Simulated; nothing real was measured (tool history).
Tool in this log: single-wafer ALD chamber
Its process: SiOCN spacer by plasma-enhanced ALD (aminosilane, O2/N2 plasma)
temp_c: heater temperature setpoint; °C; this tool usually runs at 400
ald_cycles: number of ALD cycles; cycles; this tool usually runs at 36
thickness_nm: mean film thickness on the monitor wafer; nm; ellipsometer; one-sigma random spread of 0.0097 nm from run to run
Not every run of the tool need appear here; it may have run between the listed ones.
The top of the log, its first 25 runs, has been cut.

run    hour  temp_c  ald_cycles  read-back reference wafer on the same gauge, thickness_nm  thickness_nm
 26   826.4     389          43                                                      2.382         2.442
 27   847.6     400          32                                                      2.375         1.827
 28     861     413          39                                                      2.383         2.124
      878.4  -- gauge calibrated
 29   880.2     409          31                                                       2.46         1.764
 30   902.4     389          31                                                      2.455         1.807
 31   916.9     394          42                                                      2.457         2.476
 32   933.1     405          39                                                      2.456         2.245
 33   967.1     386          38                                                      2.457         2.215
 34   985.3     400          36                                                      2.457         2.095
 35  1008.6     405          39                                                      2.458         2.235
 36  1021.4     414          33                                                      2.458         1.831
 37  1035.9     400          29                                                      2.457         1.712
 38  1064.6     404          38                                                      2.458         2.198
 39  1096.3     400          36                                                       2.45         2.086
 40  1131.2     389          34                                                      2.443         1.995
 41  1152.7     400          36                                                      2.447         2.109
 42  1181.6     396          41                                                      2.449         2.399

Alternative continuations, all from the tool just after run 42; predict every row:
  A  1182.1     393          36                                                          ?             ?
  B  1182.1     389          36                                                          ?             ?
  C  1182.1     408          36                                                          ?             ?
  D  1182.1     392          39                                                          ?             ?

run  read-back reference wafer on the same gauge, thickness_nm  thickness_nm
  A                                                      2.446         2.096
  B                                                      2.446         2.096
  C                                                      2.446         2.038
  D                                                      2.446          2.27
Without the tool's hidden state the same runs would have given:
run  thickness_nm
  A         2.097
  B         2.097
  C          2.04
  D         2.272

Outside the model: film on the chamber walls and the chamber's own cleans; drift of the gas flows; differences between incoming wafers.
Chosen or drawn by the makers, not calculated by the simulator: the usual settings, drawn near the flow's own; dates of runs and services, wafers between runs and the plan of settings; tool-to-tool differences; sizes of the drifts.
